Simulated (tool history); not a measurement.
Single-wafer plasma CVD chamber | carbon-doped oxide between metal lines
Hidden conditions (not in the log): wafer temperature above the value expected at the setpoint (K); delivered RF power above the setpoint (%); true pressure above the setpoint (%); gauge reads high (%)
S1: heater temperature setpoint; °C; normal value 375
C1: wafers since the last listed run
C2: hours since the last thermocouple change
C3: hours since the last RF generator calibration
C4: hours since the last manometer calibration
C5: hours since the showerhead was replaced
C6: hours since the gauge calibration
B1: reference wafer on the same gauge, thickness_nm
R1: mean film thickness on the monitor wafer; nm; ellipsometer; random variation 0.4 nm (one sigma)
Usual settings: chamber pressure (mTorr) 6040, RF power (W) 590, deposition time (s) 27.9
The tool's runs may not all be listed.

{"run": 1, "day": 0.0, "S1": 375, "chamber pressure (mTorr)": 6040, "RF power (W)": 590, "deposition time (s)": 27.9, "C1": 0, "C2": 855.4, "C3": 858.9, "C4": 360.8, "C5": 6115.4, "C6": 272.4, "B1": 108.968, "R1": 130.549}
{"run": 2, "day": 2.017, "S1": 375, "chamber pressure (mTorr)": 6040, "RF power (W)": 590, "deposition time (s)": 27.9, "C1": 744, "C2": 903.8, "C3": 907.3, "C4": 409.2, "C5": 6163.8, "C6": 320.8, "B1": 108.994, "R1": 129.568}
{"run": 3, "day": 4.742, "S1": 375, "chamber pressure (mTorr)": 6040, "RF power (W)": 590, "deposition time (s)": 27.9, "C1": 1005, "C2": 969.2, "C3": 972.7, "C4": 474.6, "C5": 6229.2, "C6": 386.2, "B1": 109.045, "R1": 130.506}
{"run": 4, "day": 7.346, "S1": 375, "chamber pressure (mTorr)": 6040, "RF power (W)": 590, "deposition time (s)": 27.9, "C1": 960, "C2": 1031.7, "C3": 1035.2, "C4": 537.1, "C5": 6291.7, "C6": 448.7, "B1": 108.991, "R1": 130.043}
{"run": 5, "day": 8.929, "S1": 375, "chamber pressure (mTorr)": 6040, "RF power (W)": 590, "deposition time (s)": 27.9, "C1": 584, "C2": 1069.7, "C3": 1073.2, "C4": 575.1, "C5": 6329.7, "C6": 486.7, "B1": 109.001, "R1": 129.138}
{"day": 11.783, "done": "thermocouple changed; heater temperature recalibrated"}
{"run": 6, "day": 11.804, "S1": 375, "chamber pressure (mTorr)": 6040, "RF power (W)": 590, "deposition time (s)": 27.9, "C1": 937, "C2": 0.5, "C3": 1142.2, "C4": 644.1, "C5": 6398.7, "C6": 555.7, "B1": 108.967, "R1": 129.481}
{"run": 7, "day": 12.75, "S1": 375, "chamber pressure (mTorr)": 6040, "RF power (W)": 590, "deposition time (s)": 27.9, "C1": 349, "C2": 23.2, "C3": 1164.9, "C4": 666.8, "C5": 6421.4, "C6": 578.4, "B1": 109.071, "R1": 128.984}
{"day": 13.546, "done": "gauge calibrated"}
{"run": 8, "day": 14.896, "S1": 386, "chamber pressure (mTorr)": 5590, "RF power (W)": 485, "deposition time (s)": 29.9, "C1": 791, "C2": 74.7, "C3": 1216.4, "C4": 718.3, "C5": 6472.9, "C6": 32.4, "B1": 109.009, "R1": 112.99}
{"run": 9, "day": 17.612, "S1": 375, "chamber pressure (mTorr)": 6040, "RF power (W)": 590, "deposition time (s)": 27.9, "C1": 1002, "C2": 139.9, "C3": 1281.6, "C4": 783.5, "C5": 6538.1, "C6": 97.6, "B1": 108.972, "R1": 128.358}
{"run": 10, "day": 20.338, "S1": 362, "chamber pressure (mTorr)": 6450, "RF power (W)": 590, "deposition time (s)": 27.9, "C1": 1005, "C2": 205.3, "C3": 1347.0, "C4": 848.9, "C5": 6603.5, "C6": 163.0, "B1": 109.043, "R1": 133.531}
{"day": 21.171, "done": "capacitance manometer re-zeroed and calibrated"}
{"run": 11, "day": 22.471, "S1": 379, "chamber pressure (mTorr)": 6040, "RF power (W)": 590, "deposition time (s)": 32.5, "C1": 664, "C2": 256.5, "C3": 1398.2, "C4": 31.2, "C5": 6654.7, "C6": 214.2, "B1": 108.979, "R1": 147.712}
{"run": 12, "day": 23.704, "S1": 365, "chamber pressure (mTorr)": 6770, "RF power (W)": 670, "deposition time (s)": 27.9, "C1": 455, "C2": 286.1, "C3": 1427.8, "C4": 60.8, "C5": 6684.3, "C6": 243.8, "B1": 108.99, "R1": 146.107}
{"day": 25.779, "done": "RF generator calibrated"}
{"day": 26.875, "done": "showerhead replaced"}
{"run": 13, "day": 27.633, "S1": 360, "chamber pressure (mTorr)": 6040, "RF power (W)": 680, "deposition time (s)": 32.1, "C1": 1203, "C2": 380.4, "C3": 44.5, "C4": 155.1, "C5": 18.2, "C6": 338.1, "B1": 109.103, "R1": 174.232}
{"run": 14, "day": 34.071, "S1": 375, "chamber pressure (mTorr)": 6040, "RF power (W)": 590, "deposition time (s)": 27.9, "C1": 2375, "C2": 534.9, "C3": 199.0, "C4": 309.6, "C5": 172.7, "C6": 492.6, "B1": 108.995, "R1": 130.555}
{"day": 35.733, "done": "gauge calibrated"}
{"run": 15, "day": 35.804, "S1": 375, "chamber pressure (mTorr)": 7350, "RF power (W)": 675, "deposition time (s)": 27.9, "C1": 639, "C2": 576.5, "C3": 240.6, "C4": 351.2, "C5": 214.3, "C6": 1.7, "B1": 108.914, "R1": 146.915}

5 ways to go on from here, each from the tool as it stands after run 15. What would each give?
{"run": "A", "day": 35.821, "S1": 375, "chamber pressure (mTorr)": 6040, "RF power (W)": 590, "deposition time (s)": 27.9, "C1": 6, "C2": 576.9, "C3": 241.0, "C4": 351.6, "C5": 214.7, "C6": 2.1, "B1": "?", "R1": "?"}
{"run": "B", "day": 35.821, "S1": 389, "chamber pressure (mTorr)": 5200, "RF power (W)": 630, "deposition time (s)": 32.1, "C1": 6, "C2": 576.9, "C3": 241.0, "C4": 351.6, "C5": 214.7, "C6": 2.1, "B1": "?", "R1": "?"}
{"run": "C", "day": 35.821, "S1": 367, "chamber pressure (mTorr)": 6040, "RF power (W)": 545, "deposition time (s)": 24.7, "C1": 6, "C2": 576.9, "C3": 241.0, "C4": 351.6, "C5": 214.7, "C6": 2.1, "B1": "?", "R1": "?"}
{"run": "D", "day": 35.821, "S1": 385, "chamber pressure (mTorr)": 7520, "RF power (W)": 640, "deposition time (s)": 22.5, "C1": 6, "C2": 576.9, "C3": 241.0, "C4": 351.6, "C5": 214.7, "C6": 2.1, "B1": "?", "R1": "?"}
{"run": "E", "day": 35.821, "S1": 375, "chamber pressure (mTorr)": 6040, "RF power (W)": 590, "deposition time (s)": 24.2, "C1": 6, "C2": 576.9, "C3": 241.0, "C4": 351.6, "C5": 214.7, "C6": 2.1, "B1": "?", "R1": "?"}

run=A B1=108.967 R1=130.871
run=B B1=108.967 R1=150.016
run=C B1=108.967 R1=111.488
run=D B1=108.967 R1=111.967
run=E B1=108.967 R1=113.770
Without the tool's hidden state the same runs would have given:
run=A R1=130.966
run=B R1=150.125
run=C R1=111.571
run=D R1=112.047
run=E R1=113.853

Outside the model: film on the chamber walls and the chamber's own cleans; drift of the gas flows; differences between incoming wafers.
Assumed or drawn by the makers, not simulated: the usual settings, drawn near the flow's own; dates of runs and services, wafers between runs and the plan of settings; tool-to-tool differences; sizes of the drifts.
